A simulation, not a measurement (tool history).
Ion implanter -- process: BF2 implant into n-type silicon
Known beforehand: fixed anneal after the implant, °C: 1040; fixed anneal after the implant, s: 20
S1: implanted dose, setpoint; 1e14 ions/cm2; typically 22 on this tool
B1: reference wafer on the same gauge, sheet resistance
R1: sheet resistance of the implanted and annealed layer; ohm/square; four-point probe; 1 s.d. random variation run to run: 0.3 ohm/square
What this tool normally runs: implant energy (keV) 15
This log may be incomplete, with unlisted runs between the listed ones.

run 1 hour=0 | S1=19.98 implant_energy_(keV)=17.5 | B1=157.01 | R1=131.69
run 2 hour=59.4 | S1=25.68 implant_energy_(keV)=15 | B1=157.02 | R1=133.88
run 3 hour=379.7 | S1=25.68 implant_energy_(keV)=15 | B1=157.04 | R1=134.09
run 4 hour=482.6 | S1=25.68 implant_energy_(keV)=15 | B1=157 | R1=133.8
run 5 hour=578.2 | S1=22 implant_energy_(keV)=12.5 | B1=156.97 | R1=143.56
run 6 hour=654.7 | S1=22 implant_energy_(keV)=12.5 | B1=157.05 | R1=142.45
run 7 hour=759.2 | S1=22 implant_energy_(keV)=12.5 | B1=156.99 | R1=142.47
run 8 hour=892.3 | S1=22 implant_energy_(keV)=15 | B1=156.99 | R1=135.54
run 9 hour=969.9 | S1=22 implant_energy_(keV)=15 | B1=156.98 | R1=135.42
run 10 hour=1064.8 | S1=22 implant_energy_(keV)=15 | B1=157.05 | R1=135.36
run 11 hour=1138.7 | S1=22 implant_energy_(keV)=15 | B1=157 | R1=135.33
run 12 hour=1180.9 | S1=22 implant_energy_(keV)=15 | B1=156.99 | R1=135.29
run 13 hour=1239.1 | S1=19.99 implant_energy_(keV)=16.5 | B1=157.03 | R1=133.08
run 14 hour=1287.6 | S1=25.68 implant_energy_(keV)=15 | B1=156.97 | R1=132.67

Run 15 is up next; what results do you expect?
-- hour=1333.5 Faraday cup replaced and dose calibrated
run 15 hour=1382.2 | S1=23.89 implant_energy_(keV)=17.5 | B1=? | R1=?

Run 15 measured B1 157.02, R1 127.77 ohm/square.
Minus the tool's unlogged condition, the same run would have read R1 129.35 ohm/square.
